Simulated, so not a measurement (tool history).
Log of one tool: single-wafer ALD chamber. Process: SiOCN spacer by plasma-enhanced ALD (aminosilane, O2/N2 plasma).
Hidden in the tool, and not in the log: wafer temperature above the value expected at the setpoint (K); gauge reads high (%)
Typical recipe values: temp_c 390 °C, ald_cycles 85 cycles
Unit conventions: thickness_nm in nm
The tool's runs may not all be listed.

run	hour	temp_c	ald_cycles	wafers since the last listed run	hours since the last thermocouple change	hours since the gauge calibration	read-back reference wafer on the same gauge, thickness_nm	thickness_nm
1	0.0	394	96	0	249.5	1118.8	4.828	6.064
2	41.9	394	96	185	291.4	1160.7	4.831	6.066
3	95.4	394	96	237	344.9	1214.2	4.828	6.046
4	126.0	397	85	135	375.5	1244.8	4.827	5.366
5	170.0	397	85	195	419.5	1288.8	4.830	5.351
6	207.1	390	85	164	456.6	1325.9	4.830	5.371
7	234.3	390	85	120	483.8	1353.1	4.833	5.371
8	262.0	382	73	122	511.5	1380.8	4.836	4.639
9	434.7	382	73	765	684.2	1553.5	4.833	4.606
10	487.8	390	85	235	737.3	1606.6	4.838	5.347
11	540.9	390	85	235	790.4	1659.7	4.829	5.406
12	607.0	390	85	293	856.5	1725.8	4.832	5.360
13	633.0	390	85	115	882.5	1751.8	4.830	5.367
14	702.2	399	85	306	951.7	1821.0	4.843	5.381
15	728.8	399	85	117	978.3	1847.6	4.838	5.382
16	787.3	390	85	259	1036.8	1906.1	4.838	5.397
17	826.1	390	85	172	1075.6	1944.9	4.842	5.378
18	855.3	390	85	129	1104.8	1974.1	4.840	5.372
# hour 882.4: thermocouple changed; heater temperature recalibrated
19	916.2	390	85	234	33.8	2035.0	4.834	5.371
20	966.9	390	85	224	84.5	2085.7	4.839	5.397
21	1009.3	390	85	188	126.9	2128.1	4.841	5.390
22	1037.4	394	85	124	155.0	2156.2	4.837	5.367
23	1066.3	390	85	128	183.9	2185.1	4.839	5.385
24	1094.0	390	93	122	211.6	2212.8	4.846	5.879
25	1144.3	377	99	223	261.9	2263.1	4.844	6.264
# hour 1168.3: gauge calibrated
26	1216.1	390	85	318	333.7	47.8	4.758	5.300
27	1244.4	399	85	125	362.0	76.1	4.761	5.311
28	1452.3	390	76	922	569.9	284.0	4.775	4.749
29	1481.8	390	85	130	599.4	313.5	4.780	5.315
30	1538.1	390	85	249	655.7	369.8	4.781	5.318
31	1585.1	385	70	208	702.7	416.8	4.785	4.392
32	1646.0	390	85	270	763.6	477.7	4.788	5.324
33	1671.1	384	76	111	788.7	502.8	4.796	4.759
34	1853.7	390	85	809	971.3	685.4	4.802	5.342
35	1909.0	390	80	245	1026.6	740.7	4.800	5.020
36	1979.0	395	85	310	1096.6	810.7	4.801	5.316
37	2028.7	394	96	220	1146.3	860.4	4.809	6.014
# hour 2069.5: thermocouple changed; heater temperature recalibrated
38	2096.4	375	70	264	26.9	928.1	4.804	4.388
39	2122.2	390	85	114	52.7	953.9	4.804	5.344
40	2191.8	381	70	308	122.3	1023.5	4.815	4.403
41	2256.7	390	85	287	187.2	1088.4	4.813	5.354
42	2287.0	390	100	134	217.5	1118.7	4.812	6.311
43	2334.8	390	70	212	265.3	1166.5	4.813	4.400
44	2361.0	383	70	116	291.5	1192.7	4.815	4.402
45	2412.2	402	100	227	342.7	1243.9	4.815	6.294
46	2560.4	390	72	657	490.9	1392.1	4.813	4.530
47	2605.8	382	90	201	536.3	1437.5	4.817	5.647
48	2658.0	390	90	231	588.5	1489.7	4.822	5.676

Branching from run 48: 3 alternative next runs. What would each branch give?
A	2658.6	390	85	2	589.1	1490.3	?	?
B	2658.6	377	101	2	589.1	1490.3	?	?
C	2658.6	378	99	2	589.1	1490.3	?	?

run	read-back reference wafer on the same gauge, thickness_nm	thickness_nm
A	4.822	5.329
B	4.822	6.332
C	4.822	6.207
Take away the tool's hidden state, keep each run's random variation, and the runs would have read:
run	thickness_nm
A	5.263
B	6.253
C	6.130

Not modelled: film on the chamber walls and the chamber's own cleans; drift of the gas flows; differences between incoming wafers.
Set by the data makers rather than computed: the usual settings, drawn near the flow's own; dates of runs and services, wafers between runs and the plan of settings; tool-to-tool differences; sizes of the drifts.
